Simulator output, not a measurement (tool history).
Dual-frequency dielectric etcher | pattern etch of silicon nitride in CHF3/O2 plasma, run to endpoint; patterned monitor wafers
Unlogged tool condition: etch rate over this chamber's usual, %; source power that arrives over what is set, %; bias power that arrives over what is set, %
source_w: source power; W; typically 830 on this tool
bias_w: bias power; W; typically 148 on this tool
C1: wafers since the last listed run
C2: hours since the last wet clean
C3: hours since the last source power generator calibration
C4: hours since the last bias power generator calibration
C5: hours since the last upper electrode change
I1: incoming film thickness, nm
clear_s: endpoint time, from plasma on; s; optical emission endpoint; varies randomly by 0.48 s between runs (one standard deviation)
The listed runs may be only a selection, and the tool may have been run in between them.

{"run": 1, "hour": 0.0, "source_w": 830, "bias_w": 148, "C1": 0, "C2": 442.2, "C3": 2820.5, "C4": 2681.5, "C5": 2483.4, "I1": 108.7, "clear_s": 73.3}
{"hour": 12.9, "done": "wet clean of the chamber"}
{"run": 2, "hour": 30.5, "source_w": 690, "bias_w": 148, "C1": 178, "C2": 17.6, "C3": 2851.0, "C4": 2712.0, "C5": 2513.9, "I1": 110.3, "clear_s": 80.5}
{"run": 3, "hour": 90.3, "source_w": 690, "bias_w": 148, "C1": 606, "C2": 77.4, "C3": 2910.8, "C4": 2771.8, "C5": 2573.7, "I1": 109.9, "clear_s": 80.9}
{"run": 4, "hour": 114.3, "source_w": 690, "bias_w": 148, "C1": 243, "C2": 101.4, "C3": 2934.8, "C4": 2795.8, "C5": 2597.7, "I1": 110.1, "clear_s": 81.2}
{"run": 5, "hour": 127.8, "source_w": 830, "bias_w": 159, "C1": 136, "C2": 114.9, "C3": 2948.3, "C4": 2809.3, "C5": 2611.2, "I1": 110.5, "clear_s": 72.2}
{"run": 6, "hour": 156.8, "source_w": 930, "bias_w": 127, "C1": 294, "C2": 143.9, "C3": 2977.3, "C4": 2838.3, "C5": 2640.2, "I1": 110.4, "clear_s": 71.4}
{"run": 7, "hour": 190.1, "source_w": 930, "bias_w": 127, "C1": 337, "C2": 177.2, "C3": 3010.6, "C4": 2871.6, "C5": 2673.5, "I1": 109.9, "clear_s": 72.1}
{"hour": 227.6, "done": "upper electrode replaced"}
{"run": 8, "hour": 228.1, "source_w": 930, "bias_w": 127, "C1": 141, "C2": 215.2, "C3": 3048.6, "C4": 2909.6, "C5": 0.5, "I1": 110.0, "clear_s": 71.6}
{"run": 9, "hour": 238.6, "source_w": 990, "bias_w": 169, "C1": 106, "C2": 225.7, "C3": 3059.1, "C4": 2920.1, "C5": 11.0, "I1": 109.2, "clear_s": 65.2}
{"run": 10, "hour": 261.5, "source_w": 830, "bias_w": 148, "C1": 232, "C2": 248.6, "C3": 3082.0, "C4": 2943.0, "C5": 33.9, "I1": 111.6, "clear_s": 75.4}
{"run": 11, "hour": 296.4, "source_w": 830, "bias_w": 148, "C1": 353, "C2": 283.5, "C3": 3116.9, "C4": 2977.9, "C5": 68.8, "I1": 109.1, "clear_s": 74.2}
{"run": 12, "hour": 370.0, "source_w": 660, "bias_w": 148, "C1": 746, "C2": 357.1, "C3": 3190.5, "C4": 3051.5, "C5": 142.4, "I1": 111.0, "clear_s": 86.5}
{"run": 13, "hour": 393.9, "source_w": 740, "bias_w": 127, "C1": 242, "C2": 381.0, "C3": 3214.4, "C4": 3075.4, "C5": 166.3, "I1": 108.1, "clear_s": 82.8}
{"run": 14, "hour": 425.6, "source_w": 1020, "bias_w": 148, "C1": 321, "C2": 412.7, "C3": 3246.1, "C4": 3107.1, "C5": 198.0, "I1": 109.5, "clear_s": 67.6}
{"hour": 436.2, "done": "bias power generator calibrated"}
{"hour": 463.8, "done": "source power generator calibrated"}
{"run": 15, "hour": 464.3, "source_w": 950, "bias_w": 169, "C1": 311, "C2": 451.4, "C3": 0.5, "C4": 28.1, "C5": 236.7, "I1": 110.6, "clear_s": 68.5}
{"run": 16, "hour": 481.1, "source_w": 720, "bias_w": 159, "C1": 170, "C2": 468.2, "C3": 17.3, "C4": 44.9, "C5": 253.5, "I1": 110.1, "clear_s": 80.4}
{"run": 17, "hour": 503.6, "source_w": 640, "bias_w": 183, "C1": 228, "C2": 490.7, "C3": 39.8, "C4": 67.4, "C5": 276.0, "I1": 110.6, "clear_s": 84.1}
{"hour": 527.7, "done": "wet clean of the chamber"}
{"run": 18, "hour": 536.4, "source_w": 960, "bias_w": 148, "C1": 89, "C2": 8.7, "C3": 72.6, "C4": 100.2, "C5": 308.8, "I1": 110.5, "clear_s": 66.3}
{"run": 19, "hour": 581.0, "source_w": 710, "bias_w": 131, "C1": 452, "C2": 53.3, "C3": 117.2, "C4": 144.8, "C5": 353.4, "I1": 109.9, "clear_s": 80.7}
{"run": 20, "hour": 616.6, "source_w": 830, "bias_w": 148, "C1": 361, "C2": 88.9, "C3": 152.8, "C4": 180.4, "C5": 389.0, "I1": 110.3, "clear_s": 73.0}
{"run": 21, "hour": 640.7, "source_w": 720, "bias_w": 175, "C1": 244, "C2": 113.0, "C3": 176.9, "C4": 204.5, "C5": 413.1, "I1": 109.8, "clear_s": 75.5}
{"run": 22, "hour": 666.2, "source_w": 940, "bias_w": 174, "C1": 258, "C2": 138.5, "C3": 202.4, "C4": 230.0, "C5": 438.6, "I1": 109.8, "clear_s": 65.5}
{"run": 23, "hour": 688.6, "source_w": 830, "bias_w": 148, "C1": 227, "C2": 160.9, "C3": 224.8, "C4": 252.4, "C5": 461.0, "I1": 110.0, "clear_s": 72.5}

What if the next run were any one of these 3? Each begins from the tool's condition after run 23:
{"run": "A", "hour": 689.0, "source_w": 830, "bias_w": 163, "C1": 4, "C2": 161.3, "C3": 225.2, "C4": 252.8, "C5": 461.4, "I1": 109.9, "clear_s": "?"}
{"run": "B", "hour": 689.0, "source_w": 640, "bias_w": 167, "C1": 4, "C2": 161.3, "C3": 225.2, "C4": 252.8, "C5": 461.4, "I1": 109.9, "clear_s": "?"}
{"run": "C", "hour": 689.0, "source_w": 970, "bias_w": 122, "C1": 4, "C2": 161.3, "C3": 225.2, "C4": 252.8, "C5": 461.4, "I1": 109.9, "clear_s": "?"}

run=A clear_s=71.3
run=B clear_s=82.7
run=C clear_s=70.5
What these runs would have given with no unlogged condition in the tool:
run=A clear_s=69.7
run=B clear_s=80.9
run=C clear_s=68.9

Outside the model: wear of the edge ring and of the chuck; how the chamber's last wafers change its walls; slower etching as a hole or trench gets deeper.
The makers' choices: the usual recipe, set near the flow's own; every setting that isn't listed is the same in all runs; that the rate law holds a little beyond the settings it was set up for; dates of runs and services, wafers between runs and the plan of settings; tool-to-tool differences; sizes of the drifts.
